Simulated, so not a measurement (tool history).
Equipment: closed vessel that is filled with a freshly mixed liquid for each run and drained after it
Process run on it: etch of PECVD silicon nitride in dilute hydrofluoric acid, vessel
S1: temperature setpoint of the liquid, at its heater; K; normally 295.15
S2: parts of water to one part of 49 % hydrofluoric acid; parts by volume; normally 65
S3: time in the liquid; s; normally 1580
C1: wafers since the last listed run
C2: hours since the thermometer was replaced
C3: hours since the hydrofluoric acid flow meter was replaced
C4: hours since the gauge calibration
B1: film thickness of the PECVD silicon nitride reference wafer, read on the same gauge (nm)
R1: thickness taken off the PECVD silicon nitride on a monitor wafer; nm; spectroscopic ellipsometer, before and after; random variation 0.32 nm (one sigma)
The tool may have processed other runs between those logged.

Run 1, hour 0.0: usual settings; C1 0; C2 823.4; C3 1704.3; C4 2303.1; B1 150.00. Result: R1 40.58 nm.
Run 2, hour 66.5: usual settings; C1 2165; C2 889.9; C3 1770.8; C4 2369.6; B1 150.01. Result: R1 40.81 nm.
Run 3, hour 142.0: usual settings; C1 2458; C2 965.4; C3 1846.3; C4 2445.1; B1 149.98. Result: R1 40.31 nm.
Run 4, hour 239.2: usual settings; C1 3165; C2 1062.6; C3 1943.5; C4 2542.3; B1 150.03. Result: R1 41.17 nm.
Run 5, hour 296.2: usual settings but S1 293.65 K, S2 45 parts by volume; C1 1856; C2 1119.6; C3 2000.5; C4 2599.3; B1 150.00. Result: R1 53.02 nm.
Run 6, hour 378.0: usual settings; C1 2663; C2 1201.4; C3 2082.3; C4 2681.1; B1 150.03. Result: R1 40.86 nm.
Run 7, hour 458.7: usual settings; C1 2628; C2 1282.1; C3 2163.0; C4 2761.8; B1 150.00. Result: R1 41.21 nm.
Run 8, hour 498.0: usual settings but S2 85 parts by volume, S3 2180 s; C1 1279; C2 1321.4; C3 2202.3; C4 2801.1; B1 150.02. Result: R1 42.76 nm.
Run 9, hour 536.5: usual settings but S2 85 parts by volume, S3 2180 s; C1 1253; C2 1359.9; C3 2240.8; C4 2839.6; B1 150.00. Result: R1 43.60 nm.
At hour 540.1: hydrofluoric acid flow meter replaced.
Run 10, hour 597.8: usual settings but S2 85 parts by volume, S3 2180 s; C1 1963; C2 1421.2; C3 57.7; C4 2900.9; B1 150.02. Result: R1 40.63 nm.
Run 11, hour 676.9: usual settings; C1 2575; C2 1500.3; C3 136.8; C4 2980.0; B1 149.97. Result: R1 37.85 nm.
Run 12, hour 767.0: usual settings; C1 2934; C2 1590.4; C3 226.9; C4 3070.1; B1 150.00. Result: R1 37.80 nm.
Run 13, hour 835.9: usual settings; C1 2243; C2 1659.3; C3 295.8; C4 3139.0; B1 150.02. Result: R1 37.64 nm.
Run 14, hour 927.5: usual settings but S1 293.65 K, S3 2155 s; C1 2983; C2 1750.9; C3 387.4; C4 3230.6; B1 150.02. Result: R1 46.73 nm.
At hour 943.6: gauge calibrated.
Run 15, hour 1000.4: usual settings but S1 299.15 K, S2 45 parts by volume, S3 930 s; C1 2374; C2 1823.8; C3 460.3; C4 56.8; B1 149.99. Result: R1 42.53 nm.
Run 16, hour 1045.4: usual settings but S3 2295 s; C1 1465; C2 1868.8; C3 505.3; C4 101.8; B1 149.99. Result: R1 55.35 nm.
Run 17, hour 1124.3: usual settings but S1 296.65 K, S2 90 parts by volume, S3 1860 s; C1 2569; C2 1947.7; C3 584.2; C4 180.7; B1 150.00. Result: R1 36.33 nm.
Run 18, hour 1200.5: usual settings but S2 95 parts by volume, S3 855 s; C1 2481; C2 2023.9; C3 660.4; C4 256.9; B1 149.97. Result: R1 14.38 nm.
Run 19, hour 1358.3: usual settings but S2 45 parts by volume; C1 5138; C2 2181.7; C3 818.2; C4 414.7; B1 150.02. Result: R1 55.52 nm.
Run 20, hour 1463.1: usual settings but S1 296.65 K, S2 90 parts by volume, S3 1860 s; C1 3412; C2 2286.5; C3 923.0; C4 519.5; B1 150.00. Result: R1 36.43 nm.
Run 21, hour 1530.0: usual settings but S1 300.15 K, S3 2325 s; C1 2178; C2 2353.4; C3 989.9; C4 586.4; B1 150.00. Result: R1 79.94 nm.
At hour 1562.6: thermometer replaced.
Run 22, hour 1589.5: usual settings but S2 85 parts by volume; C1 1905; C2 26.9; C3 1049.4; C4 645.9; B1 149.99. Result: R1 31.36 nm.
Run 23, hour 1642.7: usual settings; C1 1732; C2 80.1; C3 1102.6; C4 699.1; B1 150.00. Result: R1 40.15 nm.
Run 24, hour 1698.5: usual settings; C1 1817; C2 135.9; C3 1158.4; C4 754.9; B1 150.03. Result: R1 40.44 nm.
Run 25, hour 1736.2: usual settings but S1 296.65 K, S2 85 parts by volume, S3 1985 s; C1 1227; C2 173.6; C3 1196.1; C4 792.6; B1 150.01. Result: R1 43.36 nm.
Run 26, hour 2046.2: usual settings but S1 297.15 K, S3 865 s; C1 10095; C2 483.6; C3 1506.1; C4 1102.6; B1 150.01. Result: R1 25.20 nm.
Run 27, hour 2124.2: usual settings but S1 297.15 K; C1 2540; C2 561.6; C3 1584.1; C4 1180.6; B1 149.96. Result: R1 46.14 nm.
Run 28, hour 2187.2: usual settings but S1 297.65 K; C1 2051; C2 624.6; C3 1647.1; C4 1243.6; B1 150.02. Result: R1 48.50 nm.
Run 29, hour 2261.4: usual settings; C1 2416; C2 698.8; C3 1721.3; C4 1317.8; B1 149.98. Result: R1 40.98 nm.
Run 30, hour 2325.2: usual settings; C1 2077; C2 762.6; C3 1785.1; C4 1381.6; B1 149.96. Result: R1 41.52 nm.
Run 31, hour 2393.1: usual settings; C1 2211; C2 830.5; C3 1853.0; C4 1449.5; B1 149.99. Result: R1 40.56 nm.

Below are 5 alternative next runs, each starting from the tool's condition after run 31. Predict each:
Run A, hour 2394.2: usual settings; C1 35; C2 831.6; C3 1854.1; C4 1450.6; B1 ?. Result: R1 ?.
Run B, hour 2394.2: usual settings but S1 300.15 K, S2 75 parts by volume; C1 35; C2 831.6; C3 1854.1; C4 1450.6; B1 ?. Result: R1 ?.
Run C, hour 2394.2: usual settings but S2 90 parts by volume, S3 2295 s; C1 35; C2 831.6; C3 1854.1; C4 1450.6; B1 ?. Result: R1 ?.
Run D, hour 2394.2: usual settings but S1 292.65 K, S2 85 parts by volume, S3 1835 s; C1 35; C2 831.6; C3 1854.1; C4 1450.6; B1 ?. Result: R1 ?.
Run E, hour 2394.2: usual settings but S1 297.15 K, S2 40 parts by volume; C1 35; C2 831.6; C3 1854.1; C4 1450.6; B1 ?. Result: R1 ?.

run      B1     R1
  A  149.99  40.44
  B  149.99  49.09
  C  149.99  42.72
  D  149.99  30.44
  E  149.99  74.43
With the hidden condition removed and each run's random variation left untouched, the same runs would have given:
run     R1
  A  37.90
  B  45.91
  C  40.02
  D  28.54
  E  69.76

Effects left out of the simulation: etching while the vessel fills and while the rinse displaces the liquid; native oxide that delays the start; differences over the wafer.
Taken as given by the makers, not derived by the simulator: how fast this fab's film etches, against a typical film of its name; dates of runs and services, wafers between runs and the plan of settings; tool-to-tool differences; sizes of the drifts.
